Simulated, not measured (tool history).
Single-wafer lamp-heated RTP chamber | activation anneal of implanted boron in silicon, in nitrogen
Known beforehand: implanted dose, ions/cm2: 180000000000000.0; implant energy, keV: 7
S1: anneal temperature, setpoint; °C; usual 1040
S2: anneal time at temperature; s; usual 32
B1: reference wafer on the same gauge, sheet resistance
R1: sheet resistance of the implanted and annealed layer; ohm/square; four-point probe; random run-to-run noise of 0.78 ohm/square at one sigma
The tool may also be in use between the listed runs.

run     day    S1  S2      B1      R1
  1   0.000  1040  32  609.75  520.65
  2   1.833  1040  32  609.96  520.87
  3   3.150  1040  32  610.19  520.51
  4   5.362  1040  32  610.36  520.13
  5   7.142  1040  32  610.05  518.44
      8.512  -- reflector plate cleaned
  6   8.700  1040  32  610.43  520.78
  7  10.358  1040  32  610.94  519.16
  8  12.283  1040  32  611.11  520.86
     14.046  -- pyrometer window cleaned and pyrometer calibrated
  9  14.067  1040  32  611.17  520.29
 10  18.854  1040  32  612.15  521.44
 11  21.212  1040  32  612.21  521.23
 12  22.862  1040  32  612.28  522.12
 13  24.788  1040  32  612.73  521.75
 14  26.204  1040  32  612.84  522.76
     27.362  -- reflector plate cleaned
 15  28.929  1040  32  613.57  523.54
 16  30.225  1027  37  613.67  523.72
     30.950  -- pyrometer window cleaned and pyrometer calibrated
 17  35.204  1059  43  614.37  517.41
 18  37.588  1040  40  615.16  522.41
 19  39.554  1014  43  615.42  525.69
     40.258  -- gauge calibrated
 20  41.042  1019  32  610.40  521.44
 21  43.062  1040  40  610.76  518.38
     43.454  -- reflector plate cleaned
 22  45.408  1040  32  610.57  520.53
 23  47.212  1040  32  610.52  520.01
     49.338  -- pyrometer window cleaned and pyrometer calibrated
 24  50.150  1067  43  611.02  511.90
 25  51.317  1011  32  610.66  525.09
 26  54.175  1048  21  611.16  522.23
 27  57.071  1040  32  611.15  521.78

For some of the steps in R1 from one run to the next: how much would appear even if the tool had no hidden state, given the settings, what came in and random variation, and how much remains for the hidden state plus any gauge scatter that the measured result and the result without hidden state don't share?
What the log doesn't record here: true wafer temperature minus pyrometer reading, K; wafer temperature error from the tarnished reflector plate, K; gauge reads high (%).
Run 16 -> 17: S1 1027 -> 1059, S2 37 -> 43, pyrometer window cleaned and pyrometer calibrated. R1 -6.31 ohm/square: hidden state +0.79, all else -7.10.
Run 19 -> 20: S1 1014 -> 1019, S2 43 -> 32, gauge calibrated. R1 -4.25 ohm/square: hidden state -4.27, all else +0.02.
Run 23 -> 24: S1 1040 -> 1067, S2 32 -> 43, pyrometer window cleaned and pyrometer calibrated. R1 -8.11 ohm/square: hidden state +0.08, all else -8.19.
Run 24 -> 25: S1 1067 -> 1011, S2 43 -> 32. R1 +13.19 ohm/square: hidden state +0.06, all else +13.13.
